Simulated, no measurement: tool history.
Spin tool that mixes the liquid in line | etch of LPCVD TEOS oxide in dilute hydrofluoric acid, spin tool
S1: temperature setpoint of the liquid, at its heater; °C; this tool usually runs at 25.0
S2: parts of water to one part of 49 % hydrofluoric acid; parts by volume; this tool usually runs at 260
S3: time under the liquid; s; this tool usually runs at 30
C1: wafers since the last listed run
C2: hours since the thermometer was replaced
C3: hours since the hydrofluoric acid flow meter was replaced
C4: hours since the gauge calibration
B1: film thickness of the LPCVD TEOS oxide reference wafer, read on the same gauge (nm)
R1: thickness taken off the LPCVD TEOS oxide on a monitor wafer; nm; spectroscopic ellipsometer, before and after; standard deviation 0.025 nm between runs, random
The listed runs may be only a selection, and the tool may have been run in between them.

run    hour    S1   S2  S3    C1      C2      C3      C4      B1     R1
  1     0.0  25.0  260  30     0  2030.5   245.3   198.2  90.617  4.447
  2    57.0  25.0  185  30   849  2087.5   302.3   255.2  90.745  6.731
  3    84.1  25.0  185  30   404  2114.6   329.4   282.3  90.738  6.769
  4   139.1  25.0  180  25   820  2169.6   384.4   337.3  90.914  5.875
  5   201.5  25.0  260  30   930  2232.0   446.8   399.7  91.072  4.477
  6   257.2  25.0  260  30   830  2287.7   502.5   455.4  91.234  4.435
  7   326.1  22.0  260  30  1027  2356.6   571.4   524.3  91.509  4.038
  8   392.1  22.0  260  30   984  2422.6   637.4   590.3  91.802  4.033
  9   419.1  26.0  260  30   402  2449.6   664.4   617.3  91.895  4.657
 10   486.1  26.0  260  30   999  2516.6   731.4   684.3  92.235  4.667
 11   516.3  25.0  260  30   450  2546.8   761.6   714.5  92.397  4.499
 12   578.1  25.0  260  30   921  2608.6   823.4   776.3  92.699  4.528
 13   605.5  25.0  260  30   408  2636.0   850.8   803.7  92.911  4.551
 14   669.8  25.0  260  25   958  2700.3   915.1   868.0  93.310  3.812
 15   739.8  26.0  260  30  1043  2770.3   985.1   938.0  93.739  4.730
 16   808.6  22.0  220  20  1025  2839.1  1053.9  1006.8  94.237  3.403
 17   851.4  25.0  260  25   638  2881.9  1096.7  1049.6  94.616  3.867
      862.0  -- gauge calibrated
 18   904.4  21.0  170  30   790  2934.9  1149.7    42.4  90.045  6.310
      907.2  -- thermometer replaced
 19   933.9  22.5  345  30   424    26.7  1179.2    71.9  90.039  2.815
 20   959.2  23.0  305  30   377    52.0  1204.5    97.2  90.028  3.332
      972.3  -- hydrofluoric acid flow meter replaced
 21  1005.1  26.5  300  30   669    97.9    32.8   143.1  90.053  3.855
 22  1058.6  26.5  350  45   797   151.4    86.3   196.6  90.160  4.693

Run 23 comes next. What will it give?
 23  1119.5  29.0  260  40  908  212.3  147.2  257.5   ?   ?

B1: 90.238
R1: 6.739 nm
Take away the tool's hidden state, keep the run-to-run variation as it was, and the same run would have given R1 6.720 nm.

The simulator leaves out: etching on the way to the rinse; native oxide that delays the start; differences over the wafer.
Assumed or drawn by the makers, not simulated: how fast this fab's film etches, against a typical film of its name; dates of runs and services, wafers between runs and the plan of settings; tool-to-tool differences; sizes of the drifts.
